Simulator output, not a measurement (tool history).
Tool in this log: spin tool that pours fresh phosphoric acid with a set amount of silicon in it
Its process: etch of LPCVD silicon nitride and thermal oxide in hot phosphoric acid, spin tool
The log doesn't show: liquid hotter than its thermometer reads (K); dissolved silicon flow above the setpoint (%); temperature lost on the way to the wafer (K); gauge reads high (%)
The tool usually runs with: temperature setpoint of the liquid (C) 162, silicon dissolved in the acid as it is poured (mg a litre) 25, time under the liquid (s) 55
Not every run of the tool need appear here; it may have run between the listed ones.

run     day  temperature setpoint of the liquid (C)  silicon dissolved in the acid as it is poured (mg a litre)  time under the liquid (s)  wafers since the last listed run  hours since the thermometer was replaced  hours since the dissolved silicon flow meter was replaced  hours since the heated supply line was repaired  hours since the gauge calibration  read-back film thickness of the LPCVD silicon nitride reference wafer, read on the same gauge (nm)  thickness taken off the LPCVD silicon nitride on a monitor wafer (angstrom)
  1       0                                     162                                                          25                         55                                 0                                     191.5                                                      384.2                                           1107.8                             2289.3                                                                                                 100                                                                         56.3
  2   2.362                                     162                                                          25                         55                               767                                     248.2                                                      440.9                                           1164.5                               2346                                                                                               99.99                                                                         55.8
  3   8.788                                     161                                                          25                         55                              2086                                     402.4                                                      595.1                                           1318.7                             2500.2                                                                                                 100                                                                         54.7
  4  10.112                                     162                                                          25                         55                               430                                     434.2                                                      626.9                                           1350.5                               2532                                                                                              100.01                                                                         56.2
     12.621  -- gauge calibrated
  5  12.688                                     162                                                          17                         30                               836                                       496                                                      688.7                                           1412.3                                1.6                                                                                              100.02                                                                           31
     14.267  -- heated supply line repaired
  6  15.117                                     163                                                          37                         25                               775                                     554.3                                                        747                                             20.4                               59.9                                                                                               99.97                                                                         26.6
  7  17.388                                     162                                                          39                         85                               737                                     608.8                                                      801.5                                             74.9                              114.4                                                                                               99.98                                                                         87.8
  8  19.042                                     160                                                        13.5                         30                               537                                     648.5                                                      841.2                                            114.6                              154.1                                                                                              100.01                                                                         28.8
  9  20.142                                   163.5                                                          25                         55                               357                                     674.9                                                      867.6                                              141                              180.5                                                                                              100.01                                                                         60.5
 10  22.817                                     162                                                          20                         55                               868                                     739.1                                                      931.8                                            205.2                              244.7                                                                                              100.01                                                                           57
 11  24.525                                     162                                                          20                         55                               554                                     780.1                                                      972.8                                            246.2                              285.7                                                                                               99.99                                                                         57.5
 12  26.117                                     162                                                          25                         75                               517                                     818.3                                                       1011                                            284.4                              323.9                                                                                              100.04                                                                         78.5
 13    28.8                                     162                                                          25                         55                               871                                     882.7                                                     1075.4                                            348.8                              388.3                                                                                              100.01                                                                         57.8
 14  30.621                                     162                                                          25                         55                               591                                     926.4                                                     1119.1                                            392.5                                432                                                                                               99.96                                                                         57.8

Forecast run 15:
 15  32.492                                     164                                                        12.5                         25                               607                                     971.3                                                       1164                                            437.4                              476.9                                                                                                   ?                                                                            ?

Run 15 came out at read-back film thickness of the LPCVD silicon nitride reference wafer, read on the same gauge (nm) 100.01, thickness taken off the LPCVD silicon nitride on a monitor wafer (angstrom) 27.8.
On a tool with no hidden condition, and with the same random variation, this run would have come out at thickness taken off the LPCVD silicon nitride on a monitor wafer (angstrom) 26.6.
